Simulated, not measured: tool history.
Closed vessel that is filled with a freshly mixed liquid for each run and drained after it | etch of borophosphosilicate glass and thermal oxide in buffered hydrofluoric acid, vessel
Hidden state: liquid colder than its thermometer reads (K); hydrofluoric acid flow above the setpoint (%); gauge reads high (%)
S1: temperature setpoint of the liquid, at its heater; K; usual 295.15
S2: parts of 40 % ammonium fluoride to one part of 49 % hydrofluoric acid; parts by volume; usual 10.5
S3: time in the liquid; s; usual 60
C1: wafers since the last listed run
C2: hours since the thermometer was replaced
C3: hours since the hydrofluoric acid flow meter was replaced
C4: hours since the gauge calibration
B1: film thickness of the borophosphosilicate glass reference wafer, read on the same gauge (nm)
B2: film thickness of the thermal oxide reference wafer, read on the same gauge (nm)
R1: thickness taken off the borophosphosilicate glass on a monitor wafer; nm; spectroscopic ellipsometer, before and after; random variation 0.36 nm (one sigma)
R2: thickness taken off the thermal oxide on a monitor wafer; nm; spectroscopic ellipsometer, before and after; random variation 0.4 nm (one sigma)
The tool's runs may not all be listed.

| run | hour | S1 | S2 | S3 | C1 | C2 | C3 | C4 | B1 | B2 | R1 | R2 |
|---|---|---|---|---|---|---|---|---|---|---|---|---|
| 1 | 0 | 295.15 | 10.5 | 60 | 0 | 947 | 61.3 | 52.5 | 60.01 | 139.95 | 55.84 | 48.15 |
| 2 | 10.4 | 295.15 | 9.5 | 70 | 1530 | 957.4 | 71.7 | 62.9 | 60 | 140.03 | 70.29 | 60.65 |
|  | 43.1 | thermometer replaced |
| 3 | 63.4 | 295.15 | 14 | 30 | 7650 | 20.3 | 124.7 | 115.9 | 59.94 | 139.97 | 22.98 | 20.17 |
| 4 | 72.9 | 299.15 | 10.5 | 90 | 1397 | 29.8 | 134.2 | 125.4 | 59.99 | 139.98 | 114.98 | 98.73 |
| 5 | 85.6 | 293.15 | 14 | 75 | 1868 | 42.5 | 146.9 | 138.1 | 59.99 | 139.99 | 51.47 | 44.07 |
| 6 | 99.2 | 295.15 | 10.5 | 80 | 2000 | 56.1 | 160.5 | 151.7 | 60.05 | 139.97 | 80.86 | 69.58 |
| 7 | 115.6 | 295.15 | 10.5 | 60 | 2412 | 72.5 | 176.9 | 168.1 | 60.01 | 140 | 61.22 | 51.94 |
| 8 | 129.2 | 295.15 | 10.5 | 60 | 2000 | 86.1 | 190.5 | 181.7 | 60.02 | 139.99 | 60.74 | 52.38 |
| 9 | 137.7 | 295.15 | 10.5 | 60 | 1250 | 94.6 | 199 | 190.2 | 60 | 140.04 | 61.14 | 51.2 |
| 10 | 150.8 | 295.15 | 10.5 | 60 | 1927 | 107.7 | 212.1 | 203.3 | 60.02 | 140.01 | 60.78 | 51.14 |
| 11 | 161.2 | 296.65 | 10.5 | 60 | 1530 | 118.1 | 222.5 | 213.7 | 60.01 | 140.01 | 65.47 | 56.24 |
| 12 | 168.6 | 295.15 | 8 | 60 | 1088 | 125.5 | 229.9 | 221.1 | 60.04 | 139.99 | 77.36 | 65.52 |
| 13 | 184.5 | 295.15 | 10.5 | 60 | 2339 | 141.4 | 245.8 | 237 | 60.06 | 139.94 | 60.06 | 51.02 |
| 14 | 194.8 | 295.15 | 10.5 | 60 | 1515 | 151.7 | 256.1 | 247.3 | 59.99 | 140.03 | 60.16 | 51.04 |
| 15 | 208.3 | 293.15 | 10.5 | 80 | 1986 | 165.2 | 269.6 | 260.8 | 60 | 140.01 | 71.7 | 61.3 |
| 16 | 221.9 | 295.15 | 10.5 | 95 | 2000 | 178.8 | 283.2 | 274.4 | 60 | 139.99 | 94.26 | 80.83 |
| 17 | 237.7 | 295.15 | 13.5 | 30 | 2324 | 194.6 | 299 | 290.2 | 60 | 139.99 | 23.42 | 19.89 |
| 18 | 249 | 300.15 | 10.5 | 45 | 1662 | 205.9 | 310.3 | 301.5 | 60.03 | 140.01 | 59.08 | 50.63 |
| 19 | 260.6 | 295.15 | 9.5 | 45 | 1706 | 217.5 | 321.9 | 313.1 | 59.96 | 140 | 48.51 | 41.74 |
| 20 | 274.3 | 292.65 | 10.5 | 80 | 2015 | 231.2 | 335.6 | 326.8 | 59.98 | 139.98 | 69.3 | 59.19 |
| 21 | 290.6 | 295.15 | 12.5 | 75 | 2398 | 247.5 | 351.9 | 343.1 | 59.99 | 140 | 63.2 | 54.16 |
| 22 | 298.1 | 295.15 | 10.5 | 60 | 1103 | 255 | 359.4 | 350.6 | 60.01 | 140.03 | 59.75 | 50.35 |
| 23 | 310.6 | 295.15 | 13 | 70 | 1838 | 267.5 | 371.9 | 363.1 | 59.97 | 139.98 | 56.71 | 48.42 |
| 24 | 323.9 | 295.15 | 10.5 | 60 | 1956 | 280.8 | 385.2 | 376.4 | 59.98 | 139.99 | 59.64 | 51.07 |
| 25 | 338.5 | 291.65 | 8 | 30 | 2147 | 295.4 | 399.8 | 391 | 59.99 | 140 | 31.25 | 26.86 |

Forecast each of these 4 alternatives for the next run:
| A | 339.2 | 295.15 | 10.5 | 60 | 102 | 296.1 | 400.5 | 391.7 | ? | ? | ? | ? |
| B | 339.2 | 295.15 | 9.5 | 75 | 102 | 296.1 | 400.5 | 391.7 | ? | ? | ? | ? |
| C | 339.2 | 295.15 | 11.5 | 35 | 102 | 296.1 | 400.5 | 391.7 | ? | ? | ? | ? |
| D | 339.2 | 295.15 | 7 | 60 | 102 | 296.1 | 400.5 | 391.7 | ? | ? | ? | ? |

| run | B1 | B2 | R1 | R2 |
|---|---|---|---|---|
| A | 60.01 | 140 | 59.77 | 50.68 |
| B | 60.01 | 140 | 80.99 | 68.61 |
| C | 60.01 | 140 | 31.88 | 27.05 |
| D | 60.01 | 140 | 88.34 | 74.55 |
Without the tool's hidden state the same runs would have given:
| run | R1 | R2 |
|---|---|---|
| A | 62.86 | 53.33 |
| B | 85.17 | 72.2 |
| C | 33.53 | 28.47 |
| D | 92.89 | 78.44 |

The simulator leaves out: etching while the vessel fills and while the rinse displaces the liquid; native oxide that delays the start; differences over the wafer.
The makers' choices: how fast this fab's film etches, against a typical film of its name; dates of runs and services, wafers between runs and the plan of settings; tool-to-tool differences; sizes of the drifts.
